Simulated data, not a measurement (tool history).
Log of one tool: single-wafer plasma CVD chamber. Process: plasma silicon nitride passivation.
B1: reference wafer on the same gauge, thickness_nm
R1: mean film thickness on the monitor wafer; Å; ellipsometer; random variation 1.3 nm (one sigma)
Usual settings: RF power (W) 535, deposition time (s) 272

{"run": 1, "hour": 0.0, "RF power (W)": 535, "deposition time (s)": 272, "B1": 465.155, "R1": 4235.71}
{"run": 2, "hour": 69.1, "RF power (W)": 535, "deposition time (s)": 272, "B1": 464.903, "R1": 4280.59}
{"run": 3, "hour": 132.2, "RF power (W)": 535, "deposition time (s)": 272, "B1": 464.734, "R1": 4265.46}
{"run": 4, "hour": 187.6, "RF power (W)": 535, "deposition time (s)": 272, "B1": 465.222, "R1": 4282.21}
{"run": 5, "hour": 250.9, "RF power (W)": 535, "deposition time (s)": 272, "B1": 465.417, "R1": 4281.37}
{"run": 6, "hour": 317.0, "RF power (W)": 535, "deposition time (s)": 272, "B1": 465.056, "R1": 4240.81}
{"hour": 338.8, "done": "showerhead replaced"}
{"run": 7, "hour": 364.2, "RF power (W)": 535, "deposition time (s)": 272, "B1": 464.968, "R1": 4294.26}
{"run": 8, "hour": 410.9, "RF power (W)": 535, "deposition time (s)": 272, "B1": 465.317, "R1": 4269.94}
{"run": 9, "hour": 445.6, "RF power (W)": 535, "deposition time (s)": 272, "B1": 464.637, "R1": 4244.04}
{"hour": 487.2, "done": "RF generator calibrated"}
{"run": 10, "hour": 487.7, "RF power (W)": 495, "deposition time (s)": 232, "B1": 464.866, "R1": 3527.64}
{"run": 11, "hour": 525.1, "RF power (W)": 430, "deposition time (s)": 314, "B1": 464.937, "R1": 4595.43}
{"hour": 568.9, "done": "gauge calibrated"}
{"run": 12, "hour": 570.7, "RF power (W)": 535, "deposition time (s)": 272, "B1": 464.803, "R1": 4248.88}
{"run": 13, "hour": 634.5, "RF power (W)": 450, "deposition time (s)": 300, "B1": 465.041, "R1": 4434.72}
{"run": 14, "hour": 688.5, "RF power (W)": 505, "deposition time (s)": 240, "B1": 465.074, "R1": 3699.64}
{"run": 15, "hour": 739.1, "RF power (W)": 535, "deposition time (s)": 272, "B1": 464.684, "R1": 4264.49}
{"run": 16, "hour": 769.1, "RF power (W)": 465, "deposition time (s)": 272, "B1": 465.072, "R1": 4078.29}
{"run": 17, "hour": 839.0, "RF power (W)": 620, "deposition time (s)": 232, "B1": 465.222, "R1": 3815.44}
{"run": 18, "hour": 898.5, "RF power (W)": 535, "deposition time (s)": 272, "B1": 465.295, "R1": 4258.18}
{"run": 19, "hour": 937.1, "RF power (W)": 600, "deposition time (s)": 253, "B1": 465.049, "R1": 4104.45}

5 ways to go on from here, each from the tool as it stands after run 19. What would each give?
{"run": "A", "hour": 937.6, "RF power (W)": 535, "deposition time (s)": 272, "B1": "?", "R1": "?"}
{"run": "B", "hour": 937.6, "RF power (W)": 535, "deposition time (s)": 306, "B1": "?", "R1": "?"}
{"run": "C", "hour": 937.6, "RF power (W)": 615, "deposition time (s)": 293, "B1": "?", "R1": "?"}
{"run": "D", "hour": 937.6, "RF power (W)": 455, "deposition time (s)": 228, "B1": "?", "R1": "?"}
{"run": "E", "hour": 937.6, "RF power (W)": 440, "deposition time (s)": 252, "B1": "?", "R1": "?"}

run=A B1=465.499 R1=4255.53
run=B B1=465.499 R1=4787.47
run=C B1=465.499 R1=4796.86
run=D B1=465.499 R1=3381.37
run=E B1=465.499 R1=3695.75
Without the tool's hidden state the same runs would have given:
run=A R1=4255.53
run=B R1=4787.47
run=C R1=4796.86
run=D R1=3381.37
run=E R1=3695.75
